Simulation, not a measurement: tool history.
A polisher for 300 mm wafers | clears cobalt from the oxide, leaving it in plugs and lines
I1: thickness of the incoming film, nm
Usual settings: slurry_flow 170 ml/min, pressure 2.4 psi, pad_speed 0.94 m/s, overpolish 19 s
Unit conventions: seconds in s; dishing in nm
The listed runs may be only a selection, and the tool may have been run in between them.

run 1 hour=0.0 | slurry_flow=170 pressure=2.4 pad_speed=0.94 overpolish=21 | I1=160.9 | seconds=27.9 dishing=63.1
run 2 hour=12.2 | slurry_flow=170 pressure=2.4 pad_speed=0.94 overpolish=21 | I1=158.9 | seconds=27.9 dishing=63.4
run 3 hour=21.2 | slurry_flow=135 pressure=2.4 pad_speed=0.94 overpolish=19 | I1=160.1 | seconds=30.3 dishing=59.0
run 4 hour=28.9 | slurry_flow=135 pressure=2.4 pad_speed=0.94 overpolish=19 | I1=158.4 | seconds=30.5 dishing=59.3
run 5 hour=45.2 | slurry_flow=135 pressure=2.4 pad_speed=0.94 overpolish=19 | I1=159.3 | seconds=30.6 dishing=56.5
run 6 hour=62.5 | slurry_flow=170 pressure=2.4 pad_speed=0.94 overpolish=19 | I1=163.0 | seconds=29.8 dishing=59.3
run 7 hour=71.0 | slurry_flow=170 pressure=2.4 pad_speed=0.94 overpolish=19 | I1=156.7 | seconds=27.4 dishing=60.6
run 8 hour=77.5 | slurry_flow=170 pressure=2.4 pad_speed=0.94 overpolish=19 | I1=160.2 | seconds=28.8 dishing=60.4
run 9 hour=86.5 | slurry_flow=125 pressure=2.4 pad_speed=0.94 overpolish=10 | I1=158.7 | seconds=31.5 dishing=37.6
run 10 hour=136.1 | slurry_flow=125 pressure=2.4 pad_speed=0.94 overpolish=10 | I1=160.7 | seconds=34.5 dishing=36.0
run 11 hour=144.9 | slurry_flow=125 pressure=2.4 pad_speed=0.94 overpolish=10 | I1=159.2 | seconds=33.0 dishing=36.0
run 12 hour=158.0 | slurry_flow=170 pressure=2.4 pad_speed=0.94 overpolish=19 | I1=161.3 | seconds=30.0 dishing=59.0
run 13 hour=164.5 | slurry_flow=170 pressure=2.4 pad_speed=0.94 overpolish=19 | I1=158.4 | seconds=28.8 dishing=59.6
run 14 hour=180.9 | slurry_flow=170 pressure=2.4 pad_speed=0.94 overpolish=19 | I1=159.3 | seconds=23.8 dishing=65.4
run 15 hour=193.6 | slurry_flow=170 pressure=2.4 pad_speed=1.26 overpolish=19 | I1=160.8 | seconds=17.8 dishing=71.3
run 16 hour=219.8 | slurry_flow=170 pressure=2.4 pad_speed=1.16 overpolish=12 | I1=159.3 | seconds=19.3 dishing=58.2
run 17 hour=227.7 | slurry_flow=170 pressure=2.4 pad_speed=0.94 overpolish=19 | I1=161.3 | seconds=23.3 dishing=64.8
run 18 hour=243.3 | slurry_flow=200 pressure=2.4 pad_speed=0.94 overpolish=19 | I1=160.9 | seconds=24.0 dishing=65.9
run 19 hour=261.9 | slurry_flow=140 pressure=2.4 pad_speed=0.94 overpolish=28 | I1=159.7 | seconds=24.5 dishing=71.4
run 20 hour=276.3 | slurry_flow=120 pressure=2.4 pad_speed=0.66 overpolish=19 | I1=162.2 | seconds=36.2 dishing=51.6
run 21 hour=282.4 | slurry_flow=170 pressure=2.4 pad_speed=1.14 overpolish=30 | I1=159.0 | seconds=19.5 dishing=75.3
run 22 hour=290.0 | slurry_flow=225 pressure=2.0 pad_speed=0.94 overpolish=13 | I1=161.5 | seconds=27.8 dishing=49.4
run 23 hour=306.4 | slurry_flow=145 pressure=2.9 pad_speed=0.94 overpolish=19 | I1=160.7 | seconds=20.7 dishing=68.6
run 24 hour=312.6 | slurry_flow=170 pressure=2.4 pad_speed=0.94 overpolish=19 | I1=161.9 | seconds=24.3 dishing=65.8
run 25 hour=324.0 | slurry_flow=135 pressure=2.4 pad_speed=1.14 overpolish=15 | I1=161.8 | seconds=21.5 dishing=61.7
run 26 hour=333.9 | slurry_flow=170 pressure=2.4 pad_speed=0.94 overpolish=19 | I1=160.4 | seconds=23.8 dishing=64.8
run 27 hour=350.1 | slurry_flow=120 pressure=2.6 pad_speed=0.68 overpolish=28 | I1=159.2 | seconds=33.0 dishing=67.5
run 28 hour=366.9 | slurry_flow=230 pressure=2.4 pad_speed=0.86 overpolish=14 | I1=163.0 | seconds=25.6 dishing=54.1
run 29 hour=379.5 | slurry_flow=170 pressure=1.7 pad_speed=0.94 overpolish=19 | I1=160.1 | seconds=35.1 dishing=54.5
run 30 hour=409.9 | slurry_flow=135 pressure=2.4 pad_speed=0.94 overpolish=19 | I1=159.6 | seconds=25.4 dishing=62.6
run 31 hour=424.7 | slurry_flow=150 pressure=2.4 pad_speed=1.14 overpolish=24 | I1=158.7 | seconds=20.6 dishing=72.7
run 32 hour=442.1 | slurry_flow=170 pressure=2.4 pad_speed=0.94 overpolish=19 | I1=162.5 | seconds=25.4 dishing=64.0
run 33 hour=492.7 | slurry_flow=170 pressure=2.4 pad_speed=0.94 overpolish=19 | I1=159.3 | seconds=24.3 dishing=65.2
run 34 hour=509.7 | slurry_flow=170 pressure=2.4 pad_speed=0.94 overpolish=19 | I1=161.8 | seconds=25.2 dishing=62.4

Put back what was entered between runs (6 entries, withheld): which listed runs does each sit between, and how does the hidden state differ from the listed run before to the listed run after?
Run 1 -> run 2: worn pad replaced by a new one (hour 4.7)
  slurry flow missing at the pad, %: 47 -> 47.6
  difference, measured minus the result without the unlogged condition, seconds: +4.1 -> +4.1 s; dishing: -4.1 -> -4.3 nm
Run 9 -> run 10: worn pad replaced by a new one (hour 125.2)
  slurry flow missing at the pad, %: 51.1 -> 53.5
  difference, measured minus the result without the unlogged condition, seconds: +7.1 -> +8.4 s; dishing: -7.2 -> -7.8 nm
Run 11 -> run 12: head pressure recalibrated (hour 149.6)
  slurry flow missing at the pad, %: 53.9 -> 54.5
  difference, measured minus the result without the unlogged condition, seconds: +8.2 -> +5.9 s; dishing: -7.9 -> -6.1 nm
Run 13 -> run 14: slurry nozzle cleaned (hour 167.9)
  slurry flow missing at the pad, %: 54.8 -> 2.06
  difference, measured minus the result without the unlogged condition, seconds: +5.7 -> +0.1 s; dishing: -6.2 -> -0.1 nm
Run 18 -> run 19: worn pad replaced by a new one (hour 261.4)
  slurry flow missing at the pad, %: 5.01 -> 5.89
  difference, measured minus the result without the unlogged condition, seconds: +0.2 -> +0.3 s; dishing: -0.2 -> -0.2 nm
Run 29 -> run 30: worn pad replaced by a new one (hour 385.7)
  slurry flow missing at the pad, %: 11.4 -> 12.9
  difference, measured minus the result without the unlogged condition, seconds: +0.8 -> +0.8 s; dishing: -0.7 -> -0.9 nm
